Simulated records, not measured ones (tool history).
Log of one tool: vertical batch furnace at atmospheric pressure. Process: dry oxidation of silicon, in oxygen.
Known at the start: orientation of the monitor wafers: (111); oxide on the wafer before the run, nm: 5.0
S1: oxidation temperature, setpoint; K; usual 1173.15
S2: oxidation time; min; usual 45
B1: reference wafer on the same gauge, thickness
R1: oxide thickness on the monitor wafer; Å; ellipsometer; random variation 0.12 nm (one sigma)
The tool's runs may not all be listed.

Run 1, day 0: usual settings but S2 27 min; B1 25.33. Result: R1 175.6 Å.
Run 2, day 8.483: usual settings; B1 25.34. Result: R1 239.2 Å.
Run 3, day 10.733: usual settings; B1 25.33. Result: R1 240.3 Å.
Run 4, day 13.288: usual settings; B1 25.28. Result: R1 240 Å.
Run 5, day 14.508: usual settings but S1 1184.15 K, S2 33 min; B1 25.27. Result: R1 216.5 Å.
Run 6, day 15.758: usual settings but S1 1184.15 K, S2 33 min; B1 25.33. Result: R1 218.1 Å.
Run 7, day 17.454: usual settings but S2 35.5 min; B1 25.29. Result: R1 206.7 Å.
Run 8, day 18.858: usual settings but S1 1183.15 K; B1 25.3. Result: R1 259.5 Å.
Run 9, day 20.55: usual settings; B1 25.28. Result: R1 239.9 Å.
Run 10, day 22.775: usual settings; B1 25.31. Result: R1 238.4 Å.
Run 11, day 25.592: usual settings; B1 25.31. Result: R1 240 Å.
At day 29.133: boat lift adjusted.
Run 12, day 29.154: usual settings but S2 57 min; B1 25.3. Result: R1 278 Å.
Run 13, day 31.2: usual settings; B1 25.32. Result: R1 240.5 Å.
Run 14, day 32.221: usual settings but S1 1161.15 K, S2 57 min; B1 25.27. Result: R1 247.5 Å.
Run 15, day 33.5: usual settings but S2 31 min; B1 25.27. Result: R1 190.5 Å.
At day 33.75: gauge calibrated.
At day 34.833: thermocouples replaced and temperature profile calibrated.
Run 16, day 35.967: usual settings but S1 1155.15 K; B1 25.31. Result: R1 204.8 Å.
Run 17, day 38.175: usual settings; B1 25.29. Result: R1 241.2 Å.
Run 18, day 46.683: usual settings but S1 1184.15 K, S2 33 min; B1 25.31. Result: R1 218.7 Å.
Run 19, day 48.508: usual settings; B1 25.31. Result: R1 237.5 Å.
Run 20, day 50.392: usual settings but S2 24 min; B1 25.29. Result: R1 164.9 Å.
Run 21, day 52.462: usual settings but S1 1160.15 K, S2 27 min; B1 25.28. Result: R1 157.7 Å.
Run 22, day 53.821: usual settings but S1 1183.15 K, S2 57 min; B1 25.33. Result: R1 306.4 Å.
Run 23, day 56.479: usual settings but S2 39 min; B1 25.33. Result: R1 218.2 Å.
Run 24, day 59.308: usual settings but S2 37 min; B1 25.25. Result: R1 211.5 Å.
Run 25, day 61.038: usual settings but S2 57.5 min; B1 25.3. Result: R1 278.3 Å.
Run 26, day 63.812: usual settings but S1 1152.15 K, S2 57 min; B1 25.33. Result: R1 228.8 Å.

4 ways to go on from here, each from the tool as it stands after run 26. What would each give?
Run A, day 63.992: usual settings but S1 1180.15 K; B1 ?. Result: R1 ?.
Run B, day 63.992: usual settings but S1 1163.15 K, S2 39.5 min; B1 ?. Result: R1 ?.
Run C, day 63.992: usual settings but S1 1182.15 K, S2 57.5 min; B1 ?. Result: R1 ?.
Run D, day 63.992: usual settings but S1 1159.15 K, S2 63.5 min; B1 ?. Result: R1 ?.

run     B1     R1
  A  25.29  253.8
  B  25.29  200.8
  C  25.29    302
  D  25.29  259.6
Without the tool's hidden state the same runs would have given:
run     R1
  A  253.8
  B  200.8
  C    302
  D  259.6
